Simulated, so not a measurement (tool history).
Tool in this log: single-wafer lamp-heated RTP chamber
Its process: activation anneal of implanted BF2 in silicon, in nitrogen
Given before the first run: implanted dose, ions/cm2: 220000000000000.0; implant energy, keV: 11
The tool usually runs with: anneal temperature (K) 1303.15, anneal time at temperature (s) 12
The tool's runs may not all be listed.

run	hour	anneal temperature (K)	anneal time at temperature (s)	wafers since the last listed run	wafers since the last pyrometer calibration	wafers since the reflector plate was cleaned	hours since the gauge calibration	read-back reference wafer on the same gauge, sheet resistance	sheet resistance of the implanted and annealed layer (ohm/square)
1	0.0	1303.15	12	0	6763	12930	1884.1	452.06	516.71
# hour 50.3: reflector plate cleaned
2	50.8	1303.15	12	804	7567	9	1934.9	451.89	515.70
3	129.4	1303.15	12	1476	9044	1486	2013.5	451.72	515.72
4	210.2	1292.15	10	1518	10562	3005	2094.3	451.98	519.75
5	299.8	1292.15	10	1683	12246	4688	2183.9	452.15	520.19
# hour 331.5: pyrometer window cleaned and pyrometer calibrated
6	341.6	1292.15	10	635	189	5324	2225.7	452.04	524.16
7	377.8	1292.15	12	680	869	6004	2261.9	451.85	522.08
8	444.3	1303.15	12	1249	2119	7253	2328.4	452.33	518.58
9	523.1	1303.15	12	1480	3600	8734	2407.2	451.81	517.46
10	581.7	1303.15	12	1101	4701	9835	2465.8	451.86	517.53
11	648.7	1303.15	12	1259	5960	11094	2532.8	451.64	516.08
# hour 683.5: reflector plate cleaned
12	755.3	1303.15	12	1852	7813	1348	2639.4	451.87	515.36
13	849.5	1303.15	12	1770	9583	3118	2733.6	451.90	514.16
14	906.3	1331.15	12	1067	10650	4185	2790.4	452.12	508.91
# hour 941.7: pyrometer window cleaned and pyrometer calibrated
15	975.4	1295.15	9	1148	632	5333	2859.5	452.21	523.15
16	1070.3	1328.15	6	1783	2415	7117	2954.4	452.09	519.33
17	1154.3	1319.15	12	1578	3994	8695	3038.4	452.07	513.35
18	1249.0	1327.15	6	1779	5773	10475	3133.1	451.87	518.77
19	1296.0	1332.15	5	883	6656	11358	3180.1	451.93	519.83
# hour 1321.7: reflector plate cleaned
20	1354.0	1303.15	19	939	7596	607	3238.1	452.19	508.68
21	1420.3	1303.15	12	1245	8842	1853	3304.4	451.92	515.55
22	1466.2	1275.15	12	862	9704	2716	3350.3	452.11	524.78
23	1508.3	1275.15	18	791	10495	3507	3392.4	451.86	518.34
24	1570.3	1276.15	14	1165	11660	4672	3454.4	451.95	523.42
25	1656.9	1303.15	12	1627	13288	6299	3541.0	451.92	515.02
# hour 1688.9: pyrometer window cleaned and pyrometer calibrated
# hour 1710.0: gauge calibrated
26	1730.6	1303.15	12	1234	783	7534	20.6	451.91	517.89
27	1827.1	1317.15	12	1813	2596	9347	117.1	452.03	514.12
28	1863.5	1291.15	14	683	3280	10031	153.5	451.95	519.50
29	1936.1	1283.15	12	1364	4644	11395	226.1	451.94	523.49
# hour 2026.5: reflector plate cleaned
30	2168.9	1293.15	16	4224	8868	2676	458.9	451.90	513.39
31	2268.7	1321.15	9	1875	10744	4552	558.7	451.99	515.02
32	2354.7	1295.15	12	1616	12360	6168	644.7	451.98	517.79
33	2400.7	1294.15	16	864	13224	7032	690.7	452.07	513.64
34	2469.7	1311.15	9	1296	14521	8329	759.7	452.07	517.49
# hour 2480.4: pyrometer window cleaned and pyrometer calibrated
35	2509.5	1303.15	12	597	546	8926	799.5	451.99	519.33
36	2546.0	1319.15	5	685	1232	9612	836.0	452.08	523.75

Same runs, no hidden state in the tool, same run-to-run variation:
The hidden state here: true wafer temperature minus pyrometer reading, K; wafer temperature error from the tarnished reflector plate, K; gauge reads high (%).
run	sheet resistance of the implanted and annealed layer (ohm/square)
1	518.71
2	517.95
3	518.37
4	523.01
5	523.95
6	524.59
7	522.77
8	519.56
9	518.86
10	519.24
11	518.13
12	517.94
13	517.20
14	511.15
15	523.87
16	520.00
17	514.64
18	519.95
19	521.09
20	511.16
21	518.56
22	529.04
23	523.58
24	528.60
25	519.15
26	518.51
27	515.04
28	521.02
29	525.52
30	516.57
31	517.18
32	521.92
33	517.98
34	521.05
35	519.57
36	524.04

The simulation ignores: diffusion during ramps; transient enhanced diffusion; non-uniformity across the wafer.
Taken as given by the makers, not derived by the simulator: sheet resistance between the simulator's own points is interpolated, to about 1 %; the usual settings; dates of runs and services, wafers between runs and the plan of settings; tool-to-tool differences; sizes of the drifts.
